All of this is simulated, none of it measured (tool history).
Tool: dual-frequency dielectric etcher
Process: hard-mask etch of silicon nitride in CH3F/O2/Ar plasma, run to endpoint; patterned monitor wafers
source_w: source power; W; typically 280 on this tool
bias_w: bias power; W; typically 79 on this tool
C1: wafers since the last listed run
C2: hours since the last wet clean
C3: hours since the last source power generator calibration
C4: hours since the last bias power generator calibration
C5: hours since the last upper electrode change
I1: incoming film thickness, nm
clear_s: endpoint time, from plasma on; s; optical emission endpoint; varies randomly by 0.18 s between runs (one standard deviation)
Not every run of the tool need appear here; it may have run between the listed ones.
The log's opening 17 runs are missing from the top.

run 18 hour=1589.7 | source_w=240 bias_w=71 | C1=1475 C2=673.5 C3=2936.8 C4=457.9 C5=2445.9 | I1=30.23 | clear_s=48.5
-- hour=1645 wet clean of the chamber
run 19 hour=1668.9 | source_w=280 bias_w=70 | C1=803 C2=23.9 C3=3016 C4=537.1 C5=2525.1 | I1=30.79 | clear_s=48.4
run 20 hour=1764.3 | source_w=260 bias_w=64 | C1=1388 C2=119.3 C3=3111.4 C4=632.5 C5=2620.5 | I1=30.97 | clear_s=50.4
run 21 hour=1865.6 | source_w=310 bias_w=68 | C1=1474 C2=220.6 C3=3212.7 C4=733.8 C5=2721.8 | I1=30.7 | clear_s=45.7
-- hour=1906.9 upper electrode replaced
run 22 hour=1959.9 | source_w=280 bias_w=66 | C1=1023 C2=314.9 C3=3307 C4=828.1 C5=53 | I1=30.76 | clear_s=48
-- hour=1976.3 source power generator calibrated
run 23 hour=2039.2 | source_w=280 bias_w=79 | C1=1095 C2=394.2 C3=62.9 C4=907.4 C5=132.3 | I1=30.54 | clear_s=47.1
run 24 hour=2130.1 | source_w=240 bias_w=95 | C1=1322 C2=485.1 C3=153.8 C4=998.3 C5=223.2 | I1=30.9 | clear_s=48.1
run 25 hour=2233.8 | source_w=280 bias_w=79 | C1=1509 C2=588.8 C3=257.5 C4=1102 C5=326.9 | I1=30.88 | clear_s=46.7
-- hour=2339.2 wet clean of the chamber
run 26 hour=2339.7 | source_w=250 bias_w=79 | C1=1191 C2=0.5 C3=363.4 C4=1207.9 C5=432.8 | I1=30.45 | clear_s=49.3
run 27 hour=2414.8 | source_w=280 bias_w=79 | C1=1092 C2=75.6 C3=438.5 C4=1283 C5=507.9 | I1=30.59 | clear_s=47.6
run 28 hour=2500.2 | source_w=280 bias_w=79 | C1=1242 C2=161 C3=523.9 C4=1368.4 C5=593.3 | I1=30.77 | clear_s=47.3
run 29 hour=2588.7 | source_w=350 bias_w=84 | C1=1287 C2=249.5 C3=612.4 C4=1456.9 C5=681.8 | I1=30.69 | clear_s=42.6
run 30 hour=2643.2 | source_w=300 bias_w=88 | C1=793 C2=304 C3=666.9 C4=1511.4 C5=736.3 | I1=30.38 | clear_s=44.4
run 31 hour=2736.2 | source_w=240 bias_w=68 | C1=1353 C2=397 C3=759.9 C4=1604.4 C5=829.3 | I1=30.62 | clear_s=50.7
run 32 hour=2829.9 | source_w=340 bias_w=85 | C1=1363 C2=490.7 C3=853.6 C4=1698.1 C5=923 | I1=30.45 | clear_s=42.3
run 33 hour=2883.6 | source_w=280 bias_w=79 | C1=781 C2=544.4 C3=907.3 C4=1751.8 C5=976.7 | I1=30.87 | clear_s=46.5
run 34 hour=3161.5 | source_w=250 bias_w=79 | C1=4043 C2=822.3 C3=1185.2 C4=2029.7 C5=1254.6 | I1=30.94 | clear_s=47.8
-- hour=3196 wet clean of the chamber
run 35 hour=3210.2 | source_w=210 bias_w=59 | C1=359 C2=14.2 C3=1233.9 C4=2078.4 C5=1303.3 | I1=30.66 | clear_s=55.6
run 36 hour=3284.6 | source_w=300 bias_w=65 | C1=1082 C2=88.6 C3=1308.3 C4=2152.8 C5=1377.7 | I1=30.76 | clear_s=47.8

Each row is a separate what-if for the run after 36, all from the same tool condition, not one after another. Results?
run A hour=3285 | source_w=280 bias_w=79 | C1=5 C2=89 C3=1308.7 C4=2153.2 C5=1378.1 | I1=30.7 | clear_s=?
run B hour=3285 | source_w=220 bias_w=88 | C1=5 C2=89 C3=1308.7 C4=2153.2 C5=1378.1 | I1=30.7 | clear_s=?
run C hour=3285 | source_w=280 bias_w=87 | C1=5 C2=89 C3=1308.7 C4=2153.2 C5=1378.1 | I1=30.7 | clear_s=?

run=A clear_s=47.1
run=B clear_s=50.4
run=C clear_s=46.2
Without the tool's unlogged condition, the same runs would have read:
run=A clear_s=48.2
run=B clear_s=51.6
run=C clear_s=47.3

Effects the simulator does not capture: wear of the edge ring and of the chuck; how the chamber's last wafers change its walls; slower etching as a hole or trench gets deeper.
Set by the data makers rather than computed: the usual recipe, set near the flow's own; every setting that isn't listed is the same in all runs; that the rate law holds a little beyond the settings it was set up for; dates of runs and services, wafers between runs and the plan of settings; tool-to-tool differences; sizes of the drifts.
